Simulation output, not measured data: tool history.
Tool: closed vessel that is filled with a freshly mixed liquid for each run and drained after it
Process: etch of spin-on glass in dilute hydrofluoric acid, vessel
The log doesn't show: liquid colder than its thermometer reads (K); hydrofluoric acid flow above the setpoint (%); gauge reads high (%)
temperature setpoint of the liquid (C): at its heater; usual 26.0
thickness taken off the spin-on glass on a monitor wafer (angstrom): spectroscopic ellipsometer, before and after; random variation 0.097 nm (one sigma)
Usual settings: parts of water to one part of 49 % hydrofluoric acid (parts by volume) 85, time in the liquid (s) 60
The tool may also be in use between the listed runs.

run	hour	temperature setpoint of the liquid (C)	parts of water to one part of 49 % hydrofluoric acid (parts by volume)	time in the liquid (s)	wafers since the last listed run	hours since the thermometer was replaced	hours since the hydrofluoric acid flow meter was replaced	hours since the gauge calibration	read-back film thickness of the spin-on glass reference wafer, read on the same gauge (nm)	thickness taken off the spin-on glass on a monitor wafer (angstrom)
1	0.0	26.0	85	50	0	1298.4	1646.7	35.9	89.99	255.9
2	17.6	26.0	85	50	2288	1316.0	1664.3	53.5	89.99	256.2
3	24.5	26.0	85	50	897	1322.9	1671.2	60.4	90.01	257.6
4	54.0	29.5	75	60	3835	1352.4	1700.7	89.9	90.01	405.8
5	67.0	29.5	75	60	1690	1365.4	1713.7	102.9	90.00	405.3
6	76.2	26.0	85	60	1196	1374.6	1722.9	112.1	90.00	306.2
7	92.1	26.0	85	60	2067	1390.5	1738.8	128.0	89.99	307.1
8	99.9	28.5	85	70	1014	1398.3	1746.6	135.8	89.99	394.6
9	112.6	26.0	105	60	1651	1411.0	1759.3	148.5	89.99	242.4
# hour 114.7: thermometer replaced
# hour 118.2: hydrofluoric acid flow meter replaced
10	125.9	29.5	75	60	1469	11.2	7.7	161.8	89.99	444.7
11	138.9	24.5	45	60	1690	24.2	20.7	174.8	89.98	630.7
# hour 149.1: gauge calibrated
12	151.9	24.0	115	90	1690	37.2	33.7	2.8	90.00	333.1
13	164.0	29.5	45	40	1573	49.3	45.8	14.9	90.01	515.6
14	173.7	26.0	115	50	1261	59.0	55.5	24.6	90.01	199.5
15	187.2	26.0	85	50	1755	72.5	69.0	38.1	89.99	281.0

Forecast each of these 3 alternatives for the next run:
A	187.9	26.0	85	45	91	73.2	69.7	38.8	?	?
B	187.9	23.0	65	70	91	73.2	69.7	38.8	?	?
C	187.9	22.0	110	45	91	73.2	69.7	38.8	?	?

run	read-back film thickness of the spin-on glass reference wafer, read on the same gauge (nm)	thickness taken off the spin-on glass on a monitor wafer (angstrom)
A	89.98	252.3
B	89.98	466.8
C	89.98	161.3
Without the tool's hidden state the same runs would have given:
run	thickness taken off the spin-on glass on a monitor wafer (angstrom)
A	254.6
B	471.2
C	162.8
